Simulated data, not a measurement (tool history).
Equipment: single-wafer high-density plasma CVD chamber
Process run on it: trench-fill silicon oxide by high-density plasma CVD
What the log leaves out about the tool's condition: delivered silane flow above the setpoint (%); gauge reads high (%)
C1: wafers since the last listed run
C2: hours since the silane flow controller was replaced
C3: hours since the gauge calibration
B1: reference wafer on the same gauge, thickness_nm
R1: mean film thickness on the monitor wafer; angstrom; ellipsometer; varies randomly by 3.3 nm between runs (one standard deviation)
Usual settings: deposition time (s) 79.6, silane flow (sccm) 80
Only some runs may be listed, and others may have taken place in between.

run 1 day=0 | deposition_time_(s)=79.6 silane_flow_(sccm)=80 | C1=0 C2=3670.3 C3=596.9 | B1=700.72 | R1=5977.35
run 2 day=1.088 | deposition_time_(s)=79.6 silane_flow_(sccm)=80 | C1=365 C2=3696.4 C3=623 | B1=700.841 | R1=5997.36
run 3 day=2.004 | deposition_time_(s)=79.6 silane_flow_(sccm)=68 | C1=308 C2=3718.4 C3=645 | B1=699.068 | R1=5095.44
run 4 day=3.188 | deposition_time_(s)=79.6 silane_flow_(sccm)=80 | C1=398 C2=3746.8 C3=673.4 | B1=701.059 | R1=6002.7
run 5 day=4.075 | deposition_time_(s)=82.9 silane_flow_(sccm)=92 | C1=298 C2=3768.1 C3=694.7 | B1=700.363 | R1=7136.42
run 6 day=4.746 | deposition_time_(s)=86.1 silane_flow_(sccm)=71 | C1=225 C2=3784.2 C3=710.8 | B1=699.515 | R1=5742.03
run 7 day=5.354 | deposition_time_(s)=86.1 silane_flow_(sccm)=71 | C1=204 C2=3798.8 C3=725.4 | B1=699.32 | R1=5700.77
run 8 day=6.596 | deposition_time_(s)=86.1 silane_flow_(sccm)=71 | C1=417 C2=3828.6 C3=755.2 | B1=699.713 | R1=5758.54
run 9 day=7.688 | deposition_time_(s)=85.6 silane_flow_(sccm)=74 | C1=367 C2=3854.8 C3=781.4 | B1=700.409 | R1=5993.44
-- day=8.658 gauge calibrated
run 10 day=8.929 | deposition_time_(s)=85.6 silane_flow_(sccm)=74 | C1=417 C2=3884.6 C3=6.5 | B1=700.392 | R1=6003.84
run 11 day=9.662 | deposition_time_(s)=92.1 silane_flow_(sccm)=80 | C1=246 C2=3902.2 C3=24.1 | B1=700.102 | R1=7001.97
run 12 day=10.833 | deposition_time_(s)=79.6 silane_flow_(sccm)=80 | C1=393 C2=3930.3 C3=52.2 | B1=699.655 | R1=6030.39
run 13 day=11.379 | deposition_time_(s)=79.6 silane_flow_(sccm)=80 | C1=183 C2=3943.4 C3=65.3 | B1=699.376 | R1=5969.76
run 14 day=11.896 | deposition_time_(s)=79.6 silane_flow_(sccm)=80 | C1=173 C2=3955.8 C3=77.7 | B1=700.558 | R1=5992.33
-- day=12.308 silane flow controller replaced
run 15 day=12.762 | deposition_time_(s)=79.6 silane_flow_(sccm)=80 | C1=179 C2=10.9 C3=98.5 | B1=699.35 | R1=6002.06
run 16 day=13.721 | deposition_time_(s)=79.6 silane_flow_(sccm)=72 | C1=322 C2=33.9 C3=121.5 | B1=700.52 | R1=5422.09
run 17 day=14.825 | deposition_time_(s)=79.6 silane_flow_(sccm)=80 | C1=371 C2=60.4 C3=148 | B1=700.087 | R1=5986.82
run 18 day=15.775 | deposition_time_(s)=93.3 silane_flow_(sccm)=90 | C1=319 C2=83.2 C3=170.8 | B1=699.441 | R1=7842.31
run 19 day=17.012 | deposition_time_(s)=66.5 silane_flow_(sccm)=95 | C1=416 C2=112.9 C3=200.5 | B1=698.566 | R1=5914.01
run 20 day=17.65 | deposition_time_(s)=68.2 silane_flow_(sccm)=89 | C1=214 C2=128.2 C3=215.8 | B1=699.764 | R1=5667.29
run 21 day=18.383 | deposition_time_(s)=91.9 silane_flow_(sccm)=87 | C1=246 C2=145.8 C3=233.4 | B1=700.272 | R1=7544.63
run 22 day=19 | deposition_time_(s)=79.6 silane_flow_(sccm)=80 | C1=207 C2=160.6 C3=248.2 | B1=699.949 | R1=5985.24
run 23 day=20.479 | deposition_time_(s)=79.6 silane_flow_(sccm)=80 | C1=497 C2=196.1 C3=283.7 | B1=699.916 | R1=6010.72
run 24 day=21.417 | deposition_time_(s)=79.6 silane_flow_(sccm)=80 | C1=315 C2=218.6 C3=306.2 | B1=699.862 | R1=5975.61
run 25 day=22.088 | deposition_time_(s)=75.6 silane_flow_(sccm)=85 | C1=225 C2=234.7 C3=322.3 | B1=700.021 | R1=5989.06
run 26 day=22.6 | deposition_time_(s)=79.6 silane_flow_(sccm)=80 | C1=172 C2=247 C3=334.6 | B1=700.4 | R1=6023.14
run 27 day=23.304 | deposition_time_(s)=79.6 silane_flow_(sccm)=80 | C1=236 C2=263.9 C3=351.5 | B1=699.849 | R1=5970.75
run 28 day=24.375 | deposition_time_(s)=66.9 silane_flow_(sccm)=96 | C1=360 C2=289.6 C3=377.2 | B1=700.086 | R1=6073.54
run 29 day=24.896 | deposition_time_(s)=74.9 silane_flow_(sccm)=80 | C1=175 C2=302.1 C3=389.7 | B1=699.737 | R1=5652.7
run 30 day=25.412 | deposition_time_(s)=92.8 silane_flow_(sccm)=96 | C1=173 C2=314.5 C3=402.1 | B1=698.938 | R1=8376.58
run 31 day=26.188 | deposition_time_(s)=93.3 silane_flow_(sccm)=65 | C1=260 C2=333.1 C3=420.7 | B1=701.302 | R1=5711.64

Across each entry between runs, compare the hidden state at the last listed run before it with the hidden state at the first listed run after it:
Runs 9 to 10: gauge calibrated (day 8.658)
  both runs share identical hidden conditions
Runs 14 to 15: silane flow controller replaced (day 12.308)
  both runs share identical hidden conditions
